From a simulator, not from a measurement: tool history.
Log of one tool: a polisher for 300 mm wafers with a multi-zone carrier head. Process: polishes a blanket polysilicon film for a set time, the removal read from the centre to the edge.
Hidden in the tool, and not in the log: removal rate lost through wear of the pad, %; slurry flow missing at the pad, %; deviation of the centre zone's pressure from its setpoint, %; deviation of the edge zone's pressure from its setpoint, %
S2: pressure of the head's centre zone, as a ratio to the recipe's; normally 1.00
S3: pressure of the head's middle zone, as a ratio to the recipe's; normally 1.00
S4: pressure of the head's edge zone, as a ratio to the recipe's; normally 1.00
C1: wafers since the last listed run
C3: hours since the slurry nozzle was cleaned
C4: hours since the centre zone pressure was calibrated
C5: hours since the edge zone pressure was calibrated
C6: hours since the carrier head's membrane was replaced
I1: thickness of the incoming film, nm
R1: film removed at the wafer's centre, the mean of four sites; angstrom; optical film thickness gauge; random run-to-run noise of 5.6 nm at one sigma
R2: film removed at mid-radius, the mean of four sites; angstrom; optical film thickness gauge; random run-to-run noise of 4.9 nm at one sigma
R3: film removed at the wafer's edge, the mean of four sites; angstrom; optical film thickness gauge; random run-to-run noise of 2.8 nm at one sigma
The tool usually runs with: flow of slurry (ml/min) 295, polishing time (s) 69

{"run": 1, "day": 0.0, "flow of slurry (ml/min)": 295, "S2": 1.0, "S3": 1.0, "S4": 1.0, "polishing time (s)": 69, "C1": 0, "wafers polished on this pad": 1207, "C3": 9.2, "C4": 187.9, "C5": 146.6, "C6": 1434.1, "I1": 1563.7, "R1": 3899, "R2": 3812, "R3": 3927}
{"day": 0.692, "done": "worn pad replaced by a new one"}
{"run": 2, "day": 0.854, "flow of slurry (ml/min)": 295, "S2": 1.0, "S3": 1.0, "S4": 1.0, "polishing time (s)": 69, "C1": 172, "wafers polished on this pad": 40, "C3": 29.7, "C4": 208.4, "C5": 167.1, "C6": 1454.6, "I1": 1553.6, "R1": 4389, "R2": 4261, "R3": 4317}
{"run": 3, "day": 2.538, "flow of slurry (ml/min)": 295, "S2": 1.0, "S3": 0.93, "S4": 1.0, "polishing time (s)": 69, "C1": 423, "wafers polished on this pad": 463, "C3": 70.1, "C4": 248.8, "C5": 207.5, "C6": 1495.0, "I1": 1561.4, "R1": 3981, "R2": 3754, "R3": 4048}
{"run": 4, "day": 3.696, "flow of slurry (ml/min)": 295, "S2": 1.0, "S3": 0.93, "S4": 1.0, "polishing time (s)": 69, "C1": 291, "wafers polished on this pad": 755, "C3": 97.9, "C4": 276.6, "C5": 235.3, "C6": 1522.8, "I1": 1573.5, "R1": 3888, "R2": 3650, "R3": 3910}
{"day": 3.912, "done": "centre zone pressure recalibrated"}
{"run": 5, "day": 4.596, "flow of slurry (ml/min)": 295, "S2": 1.0, "S3": 1.06, "S4": 1.0, "polishing time (s)": 69, "C1": 205, "wafers polished on this pad": 960, "C3": 119.5, "C4": 16.4, "C5": 256.9, "C6": 1544.4, "I1": 1540.1, "R1": 3941, "R2": 4024, "R3": 3924}
{"run": 6, "day": 6.038, "flow of slurry (ml/min)": 295, "S2": 1.0, "S3": 1.0, "S4": 1.0, "polishing time (s)": 69, "C1": 362, "wafers polished on this pad": 1323, "C3": 154.1, "C4": 51.0, "C5": 291.5, "C6": 1579.0, "I1": 1557.9, "R1": 3832, "R2": 3718, "R3": 3871}
{"day": 6.667, "done": "worn pad replaced by a new one"}
{"run": 7, "day": 6.688, "flow of slurry (ml/min)": 295, "S2": 1.0, "S3": 1.0, "S4": 1.0, "polishing time (s)": 69, "C1": 121, "wafers polished on this pad": 5, "C3": 169.7, "C4": 66.6, "C5": 307.1, "C6": 1594.6, "I1": 1553.4, "R1": 4297, "R2": 4337, "R3": 4419}
{"run": 8, "day": 7.896, "flow of slurry (ml/min)": 295, "S2": 1.0, "S3": 1.0, "S4": 1.0, "polishing time (s)": 69, "C1": 303, "wafers polished on this pad": 309, "C3": 198.7, "C4": 95.6, "C5": 336.1, "C6": 1623.6, "I1": 1564.9, "R1": 4051, "R2": 3980, "R3": 4162}
{"run": 9, "day": 8.5, "flow of slurry (ml/min)": 265, "S2": 1.0, "S3": 1.0, "S4": 1.0, "polishing time (s)": 69, "C1": 151, "wafers polished on this pad": 461, "C3": 213.2, "C4": 110.1, "C5": 350.6, "C6": 1638.1, "I1": 1568.1, "R1": 3991, "R2": 3846, "R3": 3995}
{"day": 9.608, "done": "slurry nozzle cleaned"}
{"run": 10, "day": 10.9, "flow of slurry (ml/min)": 295, "S2": 1.0, "S3": 1.0, "S4": 1.0, "polishing time (s)": 69, "C1": 593, "wafers polished on this pad": 1054, "C3": 31.0, "C4": 167.7, "C5": 408.2, "C6": 1695.7, "I1": 1556.6, "R1": 3830, "R2": 3765, "R3": 3927}
{"day": 11.542, "done": "carrier head's membrane replaced by a new one"}
{"day": 11.679, "done": "worn pad replaced by a new one"}
{"run": 11, "day": 12.258, "flow of slurry (ml/min)": 295, "S2": 1.0, "S3": 1.0, "S4": 1.0, "polishing time (s)": 69, "C1": 254, "wafers polished on this pad": 145, "C3": 63.6, "C4": 200.3, "C5": 440.8, "C6": 17.2, "I1": 1560.1, "R1": 4175, "R2": 4086, "R3": 4217}
{"run": 12, "day": 12.883, "flow of slurry (ml/min)": 295, "S2": 1.0, "S3": 1.0, "S4": 1.0, "polishing time (s)": 69, "C1": 157, "wafers polished on this pad": 302, "C3": 78.6, "C4": 215.3, "C5": 455.8, "C6": 32.2, "I1": 1564.5, "R1": 4076, "R2": 3982, "R3": 4138}
{"run": 13, "day": 13.462, "flow of slurry (ml/min)": 295, "S2": 1.0, "S3": 1.0, "S4": 1.0, "polishing time (s)": 69, "C1": 145, "wafers polished on this pad": 448, "C3": 92.5, "C4": 229.2, "C5": 469.7, "C6": 46.1, "I1": 1545.8, "R1": 3996, "R2": 3833, "R3": 4002}
{"run": 14, "day": 14.058, "flow of slurry (ml/min)": 295, "S2": 1.0, "S3": 1.12, "S4": 1.06, "polishing time (s)": 69, "C1": 149, "wafers polished on this pad": 597, "C3": 106.8, "C4": 243.5, "C5": 484.0, "C6": 60.4, "I1": 1566.6, "R1": 3952, "R2": 4295, "R3": 4032}
{"run": 15, "day": 15.104, "flow of slurry (ml/min)": 390, "S2": 1.0, "S3": 1.0, "S4": 0.92, "polishing time (s)": 69, "C1": 263, "wafers polished on this pad": 860, "C3": 131.9, "C4": 268.6, "C5": 509.1, "C6": 85.5, "I1": 1530.5, "R1": 3892, "R2": 3807, "R3": 3813}
{"run": 16, "day": 15.712, "flow of slurry (ml/min)": 390, "S2": 1.0, "S3": 1.0, "S4": 1.0, "polishing time (s)": 69, "C1": 152, "wafers polished on this pad": 1013, "C3": 146.5, "C4": 283.2, "C5": 523.7, "C6": 100.1, "I1": 1561.9, "R1": 3945, "R2": 3923, "R3": 3936}
{"run": 17, "day": 17.067, "flow of slurry (ml/min)": 295, "S2": 1.0, "S3": 1.0, "S4": 1.0, "polishing time (s)": 69, "C1": 340, "wafers polished on this pad": 1354, "C3": 179.0, "C4": 315.7, "C5": 556.2, "C6": 132.6, "I1": 1553.2, "R1": 3780, "R2": 3754, "R3": 3859}
{"day": 17.842, "done": "worn pad replaced by a new one"}
{"run": 18, "day": 17.862, "flow of slurry (ml/min)": 295, "S2": 1.04, "S3": 1.0, "S4": 0.95, "polishing time (s)": 69, "C1": 158, "wafers polished on this pad": 5, "C3": 198.1, "C4": 334.8, "C5": 575.3, "C6": 151.7, "I1": 1558.6, "R1": 4477, "R2": 4260, "R3": 4287}
{"day": 18.175, "done": "slurry nozzle cleaned"}
{"day": 18.242, "done": "centre zone pressure recalibrated"}
{"run": 19, "day": 19.062, "flow of slurry (ml/min)": 295, "S2": 1.0, "S3": 0.9, "S4": 1.0, "polishing time (s)": 69, "C1": 274, "wafers polished on this pad": 279, "C3": 21.3, "C4": 19.7, "C5": 604.1, "C6": 180.5, "I1": 1553.7, "R1": 4185, "R2": 3678, "R3": 4201}
{"run": 20, "day": 20.542, "flow of slurry (ml/min)": 295, "S2": 1.1, "S3": 1.0, "S4": 1.04, "polishing time (s)": 69, "C1": 372, "wafers polished on this pad": 651, "C3": 56.8, "C4": 55.2, "C5": 639.6, "C6": 216.0, "I1": 1544.1, "R1": 4325, "R2": 3886, "R3": 4028}
{"day": 20.775, "done": "edge zone pressure recalibrated"}
{"run": 21, "day": 21.25, "flow of slurry (ml/min)": 205, "S2": 1.0, "S3": 1.0, "S4": 1.12, "polishing time (s)": 69, "C1": 157, "wafers polished on this pad": 808, "C3": 73.8, "C4": 72.2, "C5": 11.4, "C6": 233.0, "I1": 1574.5, "R1": 3677, "R2": 3657, "R3": 4024}
{"day": 23.9, "done": "worn pad replaced by a new one"}
{"run": 22, "day": 25.108, "flow of slurry (ml/min)": 385, "S2": 1.0, "S3": 1.0, "S4": 1.0, "polishing time (s)": 69, "C1": 928, "wafers polished on this pad": 303, "C3": 166.4, "C4": 164.8, "C5": 104.0, "C6": 325.6, "I1": 1530.5, "R1": 4000, "R2": 4003, "R3": 4079}
{"run": 23, "day": 26.279, "flow of slurry (ml/min)": 295, "S2": 1.0, "S3": 0.9, "S4": 1.0, "polishing time (s)": 69, "C1": 294, "wafers polished on this pad": 598, "C3": 194.5, "C4": 192.9, "C5": 132.1, "C6": 353.7, "I1": 1553.9, "R1": 3840, "R2": 3454, "R3": 3868}

Branching from run 23: 3 alternative next runs. What would each branch give?
{"run": "A", "day": 26.296, "flow of slurry (ml/min)": 295, "S2": 1.0, "S3": 1.0, "S4": 1.0, "polishing time (s)": 90, "C1": 4, "wafers polished on this pad": 602, "C3": 194.9, "C4": 193.3, "C5": 132.5, "C6": 354.1, "I1": 1581.2, "R1": "?", "R2": "?", "R3": "?"}
{"run": "B", "day": 26.296, "flow of slurry (ml/min)": 295, "S2": 0.95, "S3": 0.95, "S4": 0.89, "polishing time (s)": 69, "C1": 4, "wafers polished on this pad": 602, "C3": 194.9, "C4": 193.3, "C5": 132.5, "C6": 354.1, "I1": 1581.2, "R1": "?", "R2": "?", "R3": "?"}
{"run": "C", "day": 26.296, "flow of slurry (ml/min)": 360, "S2": 1.11, "S3": 1.11, "S4": 1.0, "polishing time (s)": 69, "C1": 4, "wafers polished on this pad": 602, "C3": 194.9, "C4": 193.3, "C5": 132.5, "C6": 354.1, "I1": 1581.2, "R1": "?", "R2": "?", "R3": "?"}

run=A R1=4962 R2=4918 R3=5063
run=B R1=3628 R2=3613 R3=3677
run=C R1=4282 R2=4199 R3=3933
With the hidden condition removed and each run's random variation left untouched, the same runs would have given:
run=A R1=5661 R2=5611 R3=5776
run=B R1=4139 R2=4122 R3=4195
run=C R1=4885 R2=4790 R3=4487
